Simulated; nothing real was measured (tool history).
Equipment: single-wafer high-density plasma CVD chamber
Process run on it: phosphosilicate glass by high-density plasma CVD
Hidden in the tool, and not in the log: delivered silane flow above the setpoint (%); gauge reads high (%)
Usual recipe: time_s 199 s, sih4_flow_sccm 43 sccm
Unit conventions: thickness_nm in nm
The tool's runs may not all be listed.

run,hour,time_s,sih4_flow_sccm,wafers since the last listed run,hours since the silane flow controller was replaced,hours since the gauge calibration,"read-back reference wafer on the same gauge, thickness_nm",thickness_nm
1,0.0,199,43,0,1672.5,312.1,1049.727,864.930
2,11.7,199,43,109,1684.2,323.8,1049.993,864.815
3,27.0,199,43,143,1699.5,339.1,1049.218,865.868
4,51.2,199,47,226,1723.7,363.3,1050.891,912.081
5,63.3,199,47,113,1735.8,375.4,1049.347,911.597
6,77.0,199,41,128,1749.5,389.1,1049.795,843.306
7,88.7,199,45,109,1761.2,400.8,1049.753,888.567
8,95.6,230,43,64,1768.1,407.7,1049.549,997.242
9,107.6,230,43,112,1780.1,419.7,1049.654,1003.128
10,123.7,230,43,150,1796.2,435.8,1049.666,1001.195
11,132.4,199,46,81,1804.9,444.5,1050.277,901.286
12,140.8,199,46,78,1813.3,452.9,1050.998,902.894
13,148.3,199,46,70,1820.8,460.4,1050.730,900.838
14,156.5,199,43,76,1829.0,468.6,1050.763,864.996
15,168.5,176,43,112,1841.0,480.6,1050.265,765.638
16,184.6,176,43,150,1857.1,496.7,1050.175,764.604
17,192.6,199,43,74,1865.1,504.7,1049.474,866.358
18,203.8,199,43,104,1876.3,515.9,1049.423,865.232
19,220.9,199,43,160,1893.4,533.0,1049.769,868.060
20,236.2,199,43,143,1908.7,548.3,1050.962,864.851
21,244.2,199,43,74,1916.7,556.3,1048.915,865.214
22,257.1,199,43,120,1929.6,569.2,1049.701,864.341
23,265.3,199,43,76,1937.8,577.4,1051.319,867.086
24,275.1,199,43,91,1947.6,587.2,1050.043,866.248
25,285.9,226,46,101,1958.4,598.0,1049.911,1019.941
26,292.6,222,52,62,1965.1,604.7,1050.257,1078.643
27,307.5,161,46,139,1980.0,619.6,1050.878,727.022
# hour 307.6: gauge calibrated
28,319.7,222,36,114,1992.2,12.1,1048.649,878.271
# hour 336.3: silane flow controller replaced
29,337.4,216,43,90,1.1,29.8,1049.493,967.878
30,354.8,183,37,162,18.5,47.2,1050.425,756.611
31,364.5,163,47,90,28.2,56.9,1051.351,767.940
32,371.7,173,34,67,35.4,64.1,1050.641,682.040
33,377.9,218,36,58,41.6,70.3,1049.964,884.923
34,394.4,199,43,154,58.1,86.8,1049.299,890.211
35,410.8,220,47,153,74.5,103.2,1050.741,1030.524
36,420.5,164,43,90,84.2,112.9,1050.044,729.891
37,433.1,176,43,117,96.8,125.5,1049.481,785.475
38,441.2,199,43,75,104.9,133.6,1049.310,891.381
39,458.6,215,37,162,122.3,151.0,1049.174,881.404
40,490.8,168,43,301,154.5,183.2,1048.753,749.032
41,504.0,199,39,123,167.7,196.4,1049.473,839.693
42,518.4,175,39,134,182.1,210.8,1050.806,735.854
43,533.9,180,43,145,197.6,226.3,1051.013,798.453
44,551.5,222,52,164,215.2,243.9,1051.245,1101.614
45,558.6,199,43,66,222.3,251.0,1050.092,884.243
46,588.6,234,43,280,252.3,281.0,1050.656,1038.191

What if the next run were any one of these 3? Each begins from the tool's condition after run 46:
A,589.1,199,35,4,252.8,281.5,?,?
B,589.1,185,52,4,252.8,281.5,?,?
C,589.1,234,48,4,252.8,281.5,?,?

run,"read-back reference wafer on the same gauge, thickness_nm",thickness_nm
A,1050.434,790.585
B,1050.434,918.139
C,1050.434,1106.807
With the hidden condition removed and each run's random variation left untouched, the same runs would have given:
run,thickness_nm
A,800.948
B,930.174
C,1121.314
